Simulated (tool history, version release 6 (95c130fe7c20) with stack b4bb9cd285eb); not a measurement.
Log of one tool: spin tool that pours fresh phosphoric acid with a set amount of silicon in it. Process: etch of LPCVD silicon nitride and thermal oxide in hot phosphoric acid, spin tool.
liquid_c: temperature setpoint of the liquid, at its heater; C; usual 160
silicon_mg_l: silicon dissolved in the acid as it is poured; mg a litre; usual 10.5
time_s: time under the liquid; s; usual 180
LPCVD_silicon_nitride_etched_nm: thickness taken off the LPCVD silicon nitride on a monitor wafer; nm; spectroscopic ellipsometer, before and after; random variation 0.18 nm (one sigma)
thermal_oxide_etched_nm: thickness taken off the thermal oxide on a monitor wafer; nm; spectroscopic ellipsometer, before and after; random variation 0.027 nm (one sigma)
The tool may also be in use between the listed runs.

run,hour,liquid_c,silicon_mg_l,time_s,"read-back film thickness of the LPCVD silicon nitride reference wafer, read on the same gauge (nm)","read-back film thickness of the thermal oxide reference wafer, read on the same gauge (nm)",LPCVD_silicon_nitride_etched_nm,thermal_oxide_etched_nm
1,0,160,4.5,180,100.02,139.997,15.42,0.35
# hour 20.7: heated supply line repaired
2,24.4,160,10.5,180,100.01,139.982,17.3,0.388
# hour 53.3: gauge calibrated
3,77.5,160,10.5,180,100.07,139.994,17.29,0.388
# hour 80: thermometer replaced
4,85.3,158,6.5,180,99.99,140.001,16.28,0.396
5,95.5,160,8,95,100.03,140.006,9.26,0.207
6,106.7,160,2.5,110,100,140.008,10.52,0.261
7,118.3,160,10.5,110,99.99,139.998,10.62,0.22
8,129.8,160,10.5,95,100.04,140.042,9.17,0.208
9,137.7,161.5,10.5,100,100.01,139.986,10.2,0.281
10,147,160,10.5,180,99.99,140.036,17.32,0.429
11,160.4,160,10.5,180,100.02,139.994,17.33,0.38
# hour 168: dissolved silicon flow meter replaced
12,168.5,158,6.5,180,100.01,139.997,16.17,0.367
13,185.3,160,3.5,180,100.03,140.012,17.35,0.429
14,191.6,160,16,275,99.96,140.002,26.41,0.525
15,200.8,160,10.5,180,100.02,140.021,17.05,0.388
16,218.3,160,10.5,265,100,139.994,25.33,0.597
17,234.2,161,7,110,100.02,140,10.7,0.25
18,281.6,157.5,19,270,100.01,140.016,23.22,0.34
19,288.8,162,15,180,100,140.009,18.05,0.354
20,307.8,160,10.5,265,99.98,139.973,24.98,0.574
21,320.9,160,10.5,125,99.99,139.985,11.76,0.305
22,338.5,160,10.5,180,100.02,139.997,16.66,0.438

Hidden state or all else? Some run-to-run changes of LPCVD_silicon_nitride_etched_nm, split into what the settings, what came in and random variation would give without the hidden state, and what is left for the hidden state (with any gauge scatter that isn't in both results):
The hidden state here: liquid hotter than its thermometer reads (K); dissolved silicon flow above the setpoint (%); temperature lost on the way to the wafer (K); gauge reads high (%).
Run 1 -> 2: silicon_mg_l 4.5 -> 10.5, heated supply line repaired. LPCVD_silicon_nitride_etched_nm +1.88 nm: hidden state +1.96, all else -0.08.
Run 16 -> 17: liquid_c 160 -> 161, silicon_mg_l 10.5 -> 7, time_s 265 -> 110. LPCVD_silicon_nitride_etched_nm -14.63 nm: hidden state +0.41, all else -15.04.
Run 17 -> 18: liquid_c 161 -> 157.5, silicon_mg_l 7 -> 19, time_s 110 -> 270. LPCVD_silicon_nitride_etched_nm +12.52 nm: hidden state -0.52, all else +13.04.
Run 20 -> 21: time_s 265 -> 125. LPCVD_silicon_nitride_etched_nm -13.22 nm: hidden state +0.49, all else -13.71.
